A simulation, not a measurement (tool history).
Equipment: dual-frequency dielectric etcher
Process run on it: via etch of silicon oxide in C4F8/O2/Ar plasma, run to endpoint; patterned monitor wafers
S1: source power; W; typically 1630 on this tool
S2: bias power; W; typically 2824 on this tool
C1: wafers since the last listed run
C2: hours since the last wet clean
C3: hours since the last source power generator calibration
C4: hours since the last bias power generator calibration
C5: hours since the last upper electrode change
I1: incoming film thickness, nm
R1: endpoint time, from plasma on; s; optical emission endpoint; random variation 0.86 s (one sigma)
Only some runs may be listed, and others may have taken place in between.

run,hour,S1,S2,C1,C2,C3,C4,C5,I1,R1
1,0,1740,2292,0,233,4585,1398.2,3046,1069.5,193.2
2,22.2,1740,2292,113,255.2,4607.2,1420.4,3068.2,1072,194.1
3,36.1,1740,2292,70,269.1,4621.1,1434.3,3082.1,1077.3,194
4,58.6,1850,2824,114,291.6,4643.6,1456.8,3104.6,1068.1,172.7
# hour 126.9: wet clean of the chamber
5,127.4,1850,2824,228,0.5,4712.4,1525.6,3173.4,1070.8,176.8
# hour 175.5: bias power generator calibrated
6,219.3,1850,2824,448,92.4,4804.3,43.8,3265.3,1068.9,175.5
7,237,1630,2824,90,110.1,4822,61.5,3283,1067.3,188
8,263.1,1630,2824,133,136.2,4848.1,87.6,3309.1,1069.5,190.4
9,279.7,1630,2824,84,152.8,4864.7,104.2,3325.7,1081.3,191.7
10,304.9,1630,2393,128,178,4889.9,129.4,3350.9,1057.1,198.7
11,345.3,1630,2824,206,218.4,4930.3,169.8,3391.3,1061,188.1
12,358.9,2020,2519,69,232,4943.9,183.4,3404.9,1078.3,174.3
13,386,1490,2177,138,259.1,4971,210.5,3432,1067.1,216.9
14,410.2,1860,2824,123,283.3,4995.2,234.7,3456.2,1063.3,171.5
# hour 445.1: wet clean of the chamber
15,515.3,1730,2263,413,70.2,5100.3,339.8,3561.3,1075.9,199.9
# hour 528.9: source power generator calibrated
16,529.3,1630,2824,50,84.2,0.4,353.8,3575.3,1073.4,190.1
17,554.5,1630,2366,128,109.4,25.6,379,3600.5,1079.9,203
18,572.5,1400,3025,91,127.4,43.6,397,3618.5,1069.6,203.7
19,595.8,1430,2156,118,150.7,66.9,420.3,3641.8,1070.1,226.6
20,613.1,1740,2292,88,168,84.2,437.6,3659.1,1067.2,195.6
21,646.1,1870,3062,168,201,117.2,470.6,3692.1,1071.3,170.4
# hour 704.5: upper electrode replaced
22,705,1750,3345,177,259.9,176.1,529.5,0.5,1065.7,170.3
23,705.4,1270,3503,2,260.3,176.5,529.9,0.9,1071.4,208
24,714.6,1390,2624,46,269.5,185.7,539.1,10.1,1074.1,215.1
25,726.6,1410,2417,61,281.5,197.7,551.1,22.1,1060.1,215.9
26,757.8,1280,2824,159,312.7,228.9,582.3,53.3,1065.2,221.5
# hour 791.2: wet clean of the chamber
27,862.6,1960,2580,412,71.4,333.7,687.1,158.1,1078.8,176.7
28,880.9,1630,2824,93,89.7,352,705.4,176.4,1069,190.2
29,912.8,1630,2824,162,121.6,383.9,737.3,208.3,1071.6,190.2
30,938.2,2020,3390,129,147,409.3,762.7,233.7,1066,156.5
31,962.5,1810,2411,123,171.3,433.6,787,258,1077.7,189.4
32,981.6,1630,2824,97,190.4,452.7,806.1,277.1,1058.8,185.9
33,1014,1800,3174,165,222.8,485.1,838.5,309.5,1069.2,170.2
34,1038.9,1630,2824,126,247.7,510,863.4,334.4,1071.7,188.2

Each row is a separate what-if for the run after 34, all from the same tool condition, not one after another. Results?
A,1039.4,1630,2824,2,248.2,510.5,863.9,334.9,1072.5,?
B,1039.4,1630,3387,2,248.2,510.5,863.9,334.9,1072.5,?
C,1039.4,1880,2451,2,248.2,510.5,863.9,334.9,1072.5,?
D,1039.4,1800,2647,2,248.2,510.5,863.9,334.9,1072.5,?
E,1039.4,1630,3353,2,248.2,510.5,863.9,334.9,1072.5,?

run,R1
A,187.9
B,176.7
C,180.6
D,180.7
E,177.4
Take away the tool's hidden state, keep each run's random variation, and the runs would have read:
run,R1
A,191.1
B,179.7
C,183.6
D,183.8
E,180.4
